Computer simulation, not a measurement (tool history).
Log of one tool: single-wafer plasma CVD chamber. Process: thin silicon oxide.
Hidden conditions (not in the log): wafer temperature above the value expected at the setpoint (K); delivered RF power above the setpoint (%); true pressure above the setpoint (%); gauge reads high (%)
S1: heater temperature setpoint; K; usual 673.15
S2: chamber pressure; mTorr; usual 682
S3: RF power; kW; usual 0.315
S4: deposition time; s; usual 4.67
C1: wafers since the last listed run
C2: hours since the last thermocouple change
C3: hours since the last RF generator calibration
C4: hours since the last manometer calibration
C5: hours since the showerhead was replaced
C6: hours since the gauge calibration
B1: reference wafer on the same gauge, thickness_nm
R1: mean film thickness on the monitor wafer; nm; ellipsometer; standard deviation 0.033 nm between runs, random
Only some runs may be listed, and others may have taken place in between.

run	hour	S1	S2	S3	S4	C1	C2	C3	C4	C5	C6	B1	R1
1	0	673.15	808	0.315	4.67	0	2903.5	2260	1528.6	4016.2	22.5	6.552	7.787
2	22.6	673.15	682	0.35	4.67	412	2926.1	2282.6	1551.2	4038.8	45.1	6.552	6.918
# hour 53.5: RF generator calibrated
3	58.6	680.15	682	0.315	4.67	511	2962.1	5.1	1587.2	4074.8	81.1	6.558	6.498
4	84.5	680.15	682	0.315	4.67	473	2988	31	1613.1	4100.7	107	6.545	6.461
5	110.6	673.15	617	0.315	4.09	476	3014.1	57.1	1639.2	4126.8	133.1	6.556	5.155
6	136.9	681.15	581	0.285	4.04	480	3040.4	83.4	1665.5	4153.1	159.4	6.555	4.513
7	161.8	673.15	812	0.315	5.38	454	3065.3	108.3	1690.4	4178	184.3	6.55	8.801
8	196.1	673.15	682	0.315	4.67	626	3099.6	142.6	1724.7	4212.3	218.6	6.545	6.508
# hour 230.7: thermocouple changed; heater temperature recalibrated
9	231.2	673.15	682	0.375	4.01	495	0.5	177.7	1759.8	4247.4	253.7	6.555	5.954
# hour 263.8: RF generator calibrated, repeated, since the last time left the tool worse
10	264.3	673.15	682	0.315	4.67	458	33.6	0.5	1792.9	4280.5	286.8	6.543	6.813
# hour 277.5: capacitance manometer re-zeroed and calibrated
11	292.1	673.15	600	0.315	5.01	361	61.4	28.3	14.6	4308.3	314.6	6.55	6.37
12	391.8	673.15	682	0.26	5.18	1821	161.1	128	114.3	4408	414.3	6.551	6.939
13	424.3	673.15	682	0.315	5.27	593	193.6	160.5	146.8	4440.5	446.8	6.548	7.694
14	444.2	681.15	682	0.315	4.67	363	213.5	180.4	166.7	4460.4	466.7	6.55	6.811
15	456.8	673.15	539	0.315	4.28	230	226.1	193	179.3	4473	479.3	6.55	4.912
16	471.9	673.15	682	0.315	4.67	275	241.2	208.1	194.4	4488.1	494.4	6.55	6.803
17	492.7	673.15	682	0.34	4.18	380	262	228.9	215.2	4508.9	515.2	6.55	6.269
# hour 522.5: showerhead replaced
18	528.6	659.15	682	0.315	3.81	509	297.9	264.8	251.1	6.1	551.1	6.546	5.593
19	552.4	673.15	750	0.315	4.67	434	321.7	288.6	274.9	29.9	574.9	6.551	7.491
20	588.4	673.15	682	0.315	4.67	657	357.7	324.6	310.9	65.9	610.9	6.549	6.775
21	616.6	673.15	682	0.27	4.03	515	385.9	352.8	339.1	94.1	639.1	6.547	5.444
22	631.6	665.15	682	0.315	4.67	274	400.9	367.8	354.1	109.1	654.1	6.549	6.756
23	665.9	666.15	596	0.315	3.77	626	435.2	402.1	388.4	143.4	688.4	6.55	4.819
24	700	662.15	682	0.355	4.43	622	469.3	436.2	422.5	177.5	722.5	6.556	6.808
25	716.3	685.15	682	0.315	5.41	297	485.6	452.5	438.8	193.8	738.8	6.554	7.764
26	747	659.15	582	0.315	4.67	560	516.3	483.2	469.5	224.5	769.5	6.555	5.828
27	765.8	673.15	682	0.315	4.67	343	535.1	502	488.3	243.3	788.3	6.551	6.73
28	792.1	669.15	613	0.36	4.22	480	561.4	528.3	514.6	269.6	814.6	6.556	5.775

Here are 5 independent what-if runs from the current tool condition. What would each one return?
A	792.5	673.15	682	0.315	4.67	7	561.8	528.7	515	270	815	?	?
B	792.5	666.15	780	0.37	4.67	7	561.8	528.7	515	270	815	?	?
C	792.5	673.15	682	0.315	4.06	7	561.8	528.7	515	270	815	?	?
D	792.5	686.15	812	0.285	5.01	7	561.8	528.7	515	270	815	?	?
E	792.5	685.15	682	0.315	4.67	7	561.8	528.7	515	270	815	?	?

run	B1	R1
A	6.541	6.775
B	6.541	8.25
C	6.541	5.891
D	6.541	8.161
E	6.541	6.729
With no hidden state in the tool, these same runs would have given:
run	R1
A	6.816
B	8.295
C	5.926
D	8.213
E	6.769
